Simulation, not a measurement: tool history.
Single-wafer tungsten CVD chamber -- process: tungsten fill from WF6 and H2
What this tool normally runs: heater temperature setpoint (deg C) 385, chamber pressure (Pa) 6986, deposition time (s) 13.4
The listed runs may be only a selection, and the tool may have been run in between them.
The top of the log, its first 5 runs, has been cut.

run     day  heater temperature setpoint (deg C)  chamber pressure (Pa)  deposition time (s)  read-back reference wafer on the same gauge, thickness_nm  mean film thickness on the monitor wafer (nm)
  6   9.162                                  385                   6986                 12.4                                                     35.521                                         35.961
  7  11.592                                  385                   6986                 13.4                                                     35.551                                         38.757
  8  13.133                                  373                   6986                 13.4                                                     35.510                                         31.317
  9  15.071                                  385                   6986                 14.3                                                     35.537                                         41.566
 10  17.200                                  395                   6986                 13.4                                                     35.551                                         45.853
 11  23.671                                  395                   6986                 13.4                                                     35.523                                         45.942
     26.262  -- gauge calibrated
 12  31.829                                  385                   8186                 13.4                                                     34.432                                         40.239
 13  34.725                                  385                   6986                 13.4                                                     34.533                                         37.769
     35.242  -- thermocouple changed; heater temperature recalibrated
 14  37.150                                  385                   6986                 15.5                                                     34.623                                         43.707
 15  39.275                                  385                   6986                 15.5                                                     34.674                                         43.731
 16  40.971                                  385                   6986                 13.4                                                     34.727                                         37.623
 17  43.967                                  397                   6986                 13.4                                                     34.790                                         46.860
     45.454  -- showerhead replaced
 18  46.829                                  385                   8186                 11.7                                                     34.840                                         35.533
 19  48.042                                  385                   6986                 14.3                                                     34.922                                         40.751
 20  50.558                                  385                   6986                 13.4                                                     35.001                                         38.126
 21  53.208                                  375                   8493                 11.9                                                     34.992                                         30.995
 22  54.312                                  377                   7893                 12.4                                                     35.038                                         32.364
 23  56.942                                  394                   8239                 12.6                                                     35.073                                         45.140
 24  59.658                                  385                   6986                 14.7                                                     35.126                                         42.108
     60.142  -- capacitance manometer re-zeroed and calibrated
 25  62.375                                  371                   6986                 15.3                                                     35.191                                         34.243
 26  63.533                                  385                   6986                 13.4                                                     35.138                                         38.313

Run 27 comes next. What will it give?
 27  66.046                                  385                   6493                 13.4                                                          ?                                              ?

Run 27 gave read-back reference wafer on the same gauge, thickness_nm 35.270, mean film thickness on the monitor wafer (nm) 37.233.
With no hidden state in the tool, this same run would have given mean film thickness on the monitor wafer (nm) 36.142.
